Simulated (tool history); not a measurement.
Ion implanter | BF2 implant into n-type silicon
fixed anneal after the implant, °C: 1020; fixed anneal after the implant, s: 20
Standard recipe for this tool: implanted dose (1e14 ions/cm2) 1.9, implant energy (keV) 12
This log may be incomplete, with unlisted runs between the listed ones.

| run | day | implanted dose (1e14 ions/cm2) | implant energy (keV) | wafers since the last listed run | hours since the last dose calibration | hours since the extraction supply was calibrated | hours since the gauge calibration | read-back reference wafer on the same gauge, sheet resistance | sheet resistance of the implanted and annealed layer (ohm/square) |
|---|---|---|---|---|---|---|---|---|---|
| 1 | 0 | 1.9 | 12 | 0 | 821 | 2964.2 | 413.1 | 575.25 | 568.66 |
| 2 | 0.854 | 1.9 | 12 | 290 | 841.5 | 2984.7 | 433.6 | 574.78 | 568.87 |
| 3 | 1.779 | 1.9 | 12 | 314 | 863.7 | 3006.9 | 455.8 | 574.87 | 568.17 |
| 4 | 2.388 | 1.9 | 12 | 206 | 878.3 | 3021.5 | 470.4 | 575.1 | 568.1 |
| 5 | 3.496 | 1.9 | 12 | 376 | 904.9 | 3048.1 | 497 | 574.95 | 568.46 |
| 6 | 4.288 | 1.9 | 12 | 268 | 923.9 | 3067.1 | 516 | 574.94 | 568.75 |
| 7 | 7.225 | 1.9 | 12 | 998 | 994.4 | 3137.6 | 586.5 | 575.03 | 567.61 |
| 8 | 8.312 | 1.9 | 12 | 369 | 1020.5 | 3163.7 | 612.6 | 574.87 | 567.58 |
| 9 | 8.996 | 1.9 | 12 | 232 | 1036.9 | 3180.1 | 629 | 574.69 | 566.94 |
|  | 9.475 | gauge calibrated |
|  | 10.188 | extraction supply calibrated |
| 10 | 10.467 | 1.9 | 12 | 386 | 1072.2 | 6.7 | 23.8 | 574.93 | 564.04 |
| 11 | 11.112 | 1.9 | 12 | 219 | 1087.7 | 22.2 | 39.3 | 575.16 | 565.49 |
| 12 | 12.254 | 1.9 | 12 | 387 | 1115.1 | 49.6 | 66.7 | 574.9 | 566.75 |
| 13 | 13.329 | 1.9 | 12 | 365 | 1140.9 | 75.4 | 92.5 | 575.26 | 564.02 |
| 14 | 14.488 | 1.71 | 12 | 393 | 1168.7 | 103.2 | 120.3 | 575.14 | 618.35 |
| 15 | 15.575 | 1.53 | 8.5 | 369 | 1194.8 | 129.3 | 146.4 | 574.89 | 713.43 |
|  | 16.508 | Faraday cup replaced and dose calibrated |
| 16 | 17.812 | 1.9 | 9 | 646 | 31.3 | 183 | 200.1 | 574.83 | 607.47 |
| 17 | 19.208 | 1.9 | 12 | 474 | 64.8 | 216.5 | 233.6 | 574.85 | 588.32 |
| 18 | 20.4 | 2.47 | 9.5 | 404 | 93.4 | 245.1 | 262.2 | 574.99 | 484.97 |
| 19 | 21.825 | 1.9 | 12 | 484 | 127.6 | 279.3 | 296.4 | 574.85 | 584.7 |
| 20 | 22.646 | 2.42 | 10 | 278 | 147.3 | 299 | 316.1 | 574.92 | 487.3 |
| 21 | 23.279 | 1.9 | 12 | 215 | 162.5 | 314.2 | 331.3 | 575.05 | 585.06 |
| 22 | 23.95 | 1.57 | 9.5 | 227 | 178.6 | 330.3 | 347.4 | 574.84 | 711.92 |
| 23 | 24.621 | 1.48 | 15 | 227 | 194.7 | 346.4 | 363.5 | 574.92 | 708.9 |
| 24 | 25.179 | 1.41 | 9 | 189 | 208.1 | 359.8 | 376.9 | 574.83 | 784.38 |
| 25 | 26.604 | 1.7 | 16 | 484 | 242.3 | 394 | 411.1 | 575.23 | 621.67 |
| 26 | 27.225 | 1.9 | 16 | 210 | 257.2 | 408.9 | 426 | 574.95 | 565.76 |
| 27 | 29.004 | 1.4 | 8 | 604 | 299.9 | 451.6 | 468.7 | 575.01 | 803.95 |

For each run, what was the tool's unlogged condition?
deviation of the true energy from its setpoint, %: 0 at every run
gauge reads high (%): 0 at every run
H1: deviation of the true dose from the Faraday cup's reading, %
| run | H1 |
|---|---|
| 1 | 3.21 |
| 2 | 3.27 |
| 3 | 3.33 |
| 4 | 3.37 |
| 5 | 3.45 |
| 6 | 3.5 |
| 7 | 3.7 |
| 8 | 3.77 |
| 9 | 3.82 |
| 10 | 3.92 |
| 11 | 3.96 |
| 12 | 4.04 |
| 13 | 4.12 |
| 14 | 4.19 |
| 15 | 4.27 |
| 16 | -0.11 |
| 17 | -0.0147 |
| 18 | 0.0665 |
| 19 | 0.164 |
| 20 | 0.22 |
| 21 | 0.263 |
| 22 | 0.308 |
| 23 | 0.354 |
| 24 | 0.392 |
| 25 | 0.489 |
| 26 | 0.532 |
| 27 | 0.653 |

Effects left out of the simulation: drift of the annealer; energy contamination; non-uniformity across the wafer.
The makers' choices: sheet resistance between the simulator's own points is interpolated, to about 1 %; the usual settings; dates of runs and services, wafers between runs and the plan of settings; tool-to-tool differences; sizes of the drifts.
